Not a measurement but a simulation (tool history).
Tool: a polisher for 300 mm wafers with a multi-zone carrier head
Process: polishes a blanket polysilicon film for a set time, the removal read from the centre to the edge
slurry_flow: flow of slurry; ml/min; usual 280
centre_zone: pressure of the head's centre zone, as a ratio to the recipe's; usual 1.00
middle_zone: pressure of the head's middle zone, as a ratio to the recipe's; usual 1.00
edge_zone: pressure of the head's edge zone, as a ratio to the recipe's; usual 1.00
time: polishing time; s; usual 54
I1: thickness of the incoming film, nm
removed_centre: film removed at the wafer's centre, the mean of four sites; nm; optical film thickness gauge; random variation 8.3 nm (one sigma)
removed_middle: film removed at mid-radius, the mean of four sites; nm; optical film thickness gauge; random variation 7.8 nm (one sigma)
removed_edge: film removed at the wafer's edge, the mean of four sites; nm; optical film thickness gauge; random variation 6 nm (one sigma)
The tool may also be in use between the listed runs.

{"run": 1, "hour": 0.0, "slurry_flow": 280, "centre_zone": 1.0, "middle_zone": 1.0, "edge_zone": 1.0, "time": 46, "I1": 1469.4, "removed_centre": 448.7, "removed_middle": 460.5, "removed_edge": 447.1}
{"run": 2, "hour": 41.5, "slurry_flow": 280, "centre_zone": 1.0, "middle_zone": 1.0, "edge_zone": 1.0, "time": 46, "I1": 1497.2, "removed_centre": 436.6, "removed_middle": 447.9, "removed_edge": 434.5}
{"run": 3, "hour": 70.4, "slurry_flow": 280, "centre_zone": 1.0, "middle_zone": 1.0, "edge_zone": 1.0, "time": 54, "I1": 1496.1, "removed_centre": 504.0, "removed_middle": 503.2, "removed_edge": 514.8}
{"hour": 106.1, "done": "worn pad replaced by a new one"}
{"run": 4, "hour": 108.1, "slurry_flow": 280, "centre_zone": 1.0, "middle_zone": 1.0, "edge_zone": 1.0, "time": 54, "I1": 1487.6, "removed_centre": 560.5, "removed_middle": 584.6, "removed_edge": 577.0}
{"run": 5, "hour": 181.8, "slurry_flow": 280, "centre_zone": 1.0, "middle_zone": 1.0, "edge_zone": 1.0, "time": 54, "I1": 1513.4, "removed_centre": 513.0, "removed_middle": 531.8, "removed_edge": 515.7}
{"run": 6, "hour": 230.5, "slurry_flow": 280, "centre_zone": 1.0, "middle_zone": 1.07, "edge_zone": 1.0, "time": 54, "I1": 1483.2, "removed_centre": 514.9, "removed_middle": 541.8, "removed_edge": 510.8}
{"run": 7, "hour": 274.6, "slurry_flow": 280, "centre_zone": 1.0, "middle_zone": 1.07, "edge_zone": 1.0, "time": 54, "I1": 1480.4, "removed_centre": 507.9, "removed_middle": 544.9, "removed_edge": 513.0}
{"hour": 287.3, "done": "worn pad replaced by a new one"}
{"hour": 357.8, "done": "centre zone pressure recalibrated"}
{"run": 8, "hour": 358.3, "slurry_flow": 280, "centre_zone": 1.0, "middle_zone": 1.07, "edge_zone": 1.0, "time": 54, "I1": 1488.3, "removed_centre": 507.5, "removed_middle": 560.2, "removed_edge": 517.1}
{"run": 9, "hour": 409.1, "slurry_flow": 280, "centre_zone": 1.0, "middle_zone": 1.0, "edge_zone": 1.0, "time": 54, "I1": 1474.9, "removed_centre": 502.0, "removed_middle": 522.5, "removed_edge": 514.0}
{"run": 10, "hour": 447.9, "slurry_flow": 215, "centre_zone": 0.91, "middle_zone": 1.08, "edge_zone": 1.0, "time": 54, "I1": 1523.9, "removed_centre": 429.1, "removed_middle": 529.7, "removed_edge": 500.2}
{"hour": 459.8, "done": "worn pad replaced by a new one"}
{"run": 11, "hour": 508.3, "slurry_flow": 280, "centre_zone": 1.0, "middle_zone": 1.0, "edge_zone": 1.0, "time": 54, "I1": 1496.9, "removed_centre": 539.7, "removed_middle": 531.9, "removed_edge": 530.1}
{"run": 12, "hour": 573.5, "slurry_flow": 325, "centre_zone": 1.0, "middle_zone": 1.0, "edge_zone": 1.0, "time": 70, "I1": 1504.0, "removed_centre": 650.4, "removed_middle": 671.1, "removed_edge": 672.5}
{"hour": 602.9, "done": "slurry nozzle cleaned"}
{"hour": 605.3, "done": "carrier head's membrane replaced by a new one"}
{"run": 13, "hour": 616.5, "slurry_flow": 280, "centre_zone": 0.9, "middle_zone": 1.0, "edge_zone": 1.0, "time": 54, "I1": 1523.3, "removed_centre": 434.5, "removed_middle": 510.2, "removed_edge": 509.0}
{"hour": 651.2, "done": "worn pad replaced by a new one"}
{"hour": 668.3, "done": "edge zone pressure recalibrated"}
{"run": 14, "hour": 793.1, "slurry_flow": 350, "centre_zone": 1.0, "middle_zone": 1.0, "edge_zone": 1.0, "time": 54, "I1": 1517.3, "removed_centre": 496.3, "removed_middle": 502.2, "removed_edge": 523.3}
{"run": 15, "hour": 827.7, "slurry_flow": 215, "centre_zone": 1.1, "middle_zone": 0.96, "edge_zone": 1.0, "time": 36, "I1": 1496.2, "removed_centre": 348.7, "removed_middle": 312.2, "removed_edge": 324.9}
{"hour": 858.7, "done": "worn pad replaced by a new one"}
{"run": 16, "hour": 935.3, "slurry_flow": 280, "centre_zone": 1.0, "middle_zone": 1.0, "edge_zone": 1.0, "time": 54, "I1": 1533.0, "removed_centre": 517.5, "removed_middle": 509.9, "removed_edge": 517.5}

Forecast each of these 3 alternatives for the next run:
{"run": "A", "hour": 935.7, "slurry_flow": 280, "centre_zone": 1.0, "middle_zone": 1.0, "edge_zone": 1.0, "time": 54, "I1": 1493.9, "removed_centre": "?", "removed_middle": "?", "removed_edge": "?"}
{"run": "B", "hour": 935.7, "slurry_flow": 335, "centre_zone": 1.0, "middle_zone": 1.1, "edge_zone": 1.06, "time": 72, "I1": 1493.9, "removed_centre": "?", "removed_middle": "?", "removed_edge": "?"}
{"run": "C", "hour": 935.7, "slurry_flow": 280, "centre_zone": 1.0, "middle_zone": 0.91, "edge_zone": 1.0, "time": 54, "I1": 1493.9, "removed_centre": "?", "removed_middle": "?", "removed_edge": "?"}

run=A removed_centre=497.8 removed_middle=514.2 removed_edge=519.1
run=B removed_centre=676.8 removed_middle=756.2 removed_edge=720.5
run=C removed_centre=497.5 removed_middle=475.2 removed_edge=519.7
Without the tool's hidden state the same runs would have given:
run=A removed_centre=558.7 removed_middle=577.1 removed_edge=582.5
run=B removed_centre=759.5 removed_middle=848.7 removed_edge=808.5
run=C removed_centre=558.3 removed_middle=533.2 removed_edge=583.2
